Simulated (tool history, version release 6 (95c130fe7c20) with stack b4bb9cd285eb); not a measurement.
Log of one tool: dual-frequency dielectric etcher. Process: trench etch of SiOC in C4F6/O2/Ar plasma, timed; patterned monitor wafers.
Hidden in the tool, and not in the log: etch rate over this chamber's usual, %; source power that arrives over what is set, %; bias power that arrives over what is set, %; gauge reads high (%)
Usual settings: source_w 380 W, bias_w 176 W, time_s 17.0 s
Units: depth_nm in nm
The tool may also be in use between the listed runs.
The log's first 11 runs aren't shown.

run	hour	source_w	bias_w	time_s	wafers since the last listed run	hours since the last wet clean	hours since the last source power generator calibration	hours since the last bias power generator calibration	hours since the last upper electrode change	hours since the gauge calibration	read-back reference wafer on the same gauge, depth_nm	depth_nm
12	238.1	310	196	22.0	395	174.4	3582.2	1407.2	5382.5	480.7	29.98	44.72
13	266.2	380	176	17.0	438	202.5	3610.3	1435.3	5410.6	508.8	29.97	35.06
14	292.8	380	176	17.0	415	229.1	3636.9	1461.9	5437.2	535.4	29.97	34.93
# hour 335.5: source power generator calibrated
15	340.9	380	176	17.0	688	277.2	5.4	1510.0	5485.3	583.5	29.98	34.80
# hour 356.9: gauge calibrated
16	370.7	320	176	18.5	465	307.0	35.2	1539.8	5515.1	13.8	30.01	36.31
17	395.9	460	176	14.0	393	332.2	60.4	1565.0	5540.3	39.0	30.01	29.94
18	420.4	470	162	13.5	382	356.7	84.9	1589.5	5564.8	63.5	30.02	28.40
# hour 441.4: bias power generator calibrated
19	441.9	290	176	17.0	273	378.2	106.4	0.5	5586.3	85.0	30.00	32.53
20	470.8	380	157	20.5	451	407.1	135.3	29.4	5615.2	113.9	30.02	40.27
# hour 504.6: wet clean of the chamber
# hour 517.3: upper electrode replaced
21	517.8	380	199	17.0	160	13.2	182.3	76.4	0.5	160.9	29.99	36.56
22	518.1	280	205	12.0	4	13.5	182.6	76.7	0.8	161.2	30.02	24.33
23	539.5	430	156	14.0	334	34.9	204.0	98.1	22.2	182.6	30.00	29.04

The next listed run, before its measurement:
24	560.9	450	198	21.5	334	56.3	225.4	119.5	43.6	204.0	?	?

{"run 24": {"read-back reference wafer on the same gauge, depth_nm": 30.02, "depth_nm": 48.09}}
Without the tool's hidden state the same run would have given depth_nm 48.24 nm.
